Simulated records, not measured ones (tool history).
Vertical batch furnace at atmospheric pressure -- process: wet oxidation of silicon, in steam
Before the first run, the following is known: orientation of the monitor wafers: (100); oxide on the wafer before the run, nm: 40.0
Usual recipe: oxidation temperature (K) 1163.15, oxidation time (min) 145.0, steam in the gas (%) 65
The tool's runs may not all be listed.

| run | hour | oxidation temperature (K) | oxidation time (min) | steam in the gas (%) | wafers since the last listed run | hours since the last temperature calibration | hours since the steam generator was serviced | hours since the gauge calibration | read-back reference wafer on the same gauge, thickness | oxide thickness on the monitor wafer (Å) |
|---|---|---|---|---|---|---|---|---|---|---|
| 1 | 0.0 | 1163.15 | 145.0 | 60 | 0 | 3129.9 | 2913.1 | 50.6 | 286.17 | 2281.1 |
| 2 | 24.9 | 1176.15 | 145.0 | 65 | 220 | 3154.8 | 2938.0 | 75.5 | 285.94 | 2790.7 |
| 3 | 42.3 | 1163.15 | 145.0 | 65 | 153 | 3172.2 | 2955.4 | 92.9 | 286.21 | 2439.3 |
| 4 | 64.6 | 1163.15 | 145.0 | 65 | 197 | 3194.5 | 2977.7 | 115.2 | 286.09 | 2427.5 |
| 5 | 91.7 | 1163.15 | 145.0 | 65 | 239 | 3221.6 | 3004.8 | 142.3 | 286.12 | 2446.1 |
| 6 | 118.6 | 1163.15 | 145.0 | 65 | 237 | 3248.5 | 3031.7 | 169.2 | 286.15 | 2437.7 |
| 7 | 132.1 | 1163.15 | 145.0 | 65 | 119 | 3262.0 | 3045.2 | 182.7 | 285.76 | 2447.6 |
|  | 163.3 | thermocouples replaced and temperature profile calibrated |
| 8 | 163.8 | 1163.15 | 145.0 | 65 | 68 | 0.5 | 3076.9 | 214.4 | 285.93 | 2441.3 |
| 9 | 169.7 | 1158.15 | 145.0 | 61 | 52 | 6.4 | 3082.8 | 220.3 | 286.05 | 2184.6 |
| 10 | 194.1 | 1158.15 | 145.0 | 61 | 215 | 30.8 | 3107.2 | 244.7 | 285.82 | 2182.6 |
| 11 | 211.4 | 1146.15 | 76.5 | 65 | 152 | 48.1 | 3124.5 | 262.0 | 285.71 | 1281.8 |
| 12 | 243.4 | 1163.15 | 145.0 | 56 | 282 | 80.1 | 3156.5 | 294.0 | 285.83 | 2192.9 |
| 13 | 262.4 | 1163.15 | 145.0 | 65 | 168 | 99.1 | 3175.5 | 313.0 | 285.88 | 2423.0 |
| 14 | 293.2 | 1163.15 | 145.0 | 65 | 272 | 129.9 | 3206.3 | 343.8 | 286.21 | 2438.6 |
| 15 | 342.6 | 1185.15 | 211.5 | 76 | 436 | 179.3 | 3255.7 | 393.2 | 285.74 | 4513.3 |
| 16 | 366.4 | 1188.15 | 145.0 | 65 | 210 | 203.1 | 3279.5 | 417.0 | 286.28 | 3184.3 |

For run 17, what comes out?
|  | 367.7 | gauge calibrated |
|  | 393.6 | steam generator serviced |
| 17 | 402.3 | 1163.15 | 145.0 | 65 | 105 | 239.0 | 8.7 | 34.6 | ? | ? |

For run 17 the tool returned read-back reference wafer on the same gauge, thickness 286.13, oxide thickness on the monitor wafer (Å) 2443.2.
On a tool with no hidden condition, and with the same random variation, this run would have come out at oxide thickness on the monitor wafer (Å) 2443.2.
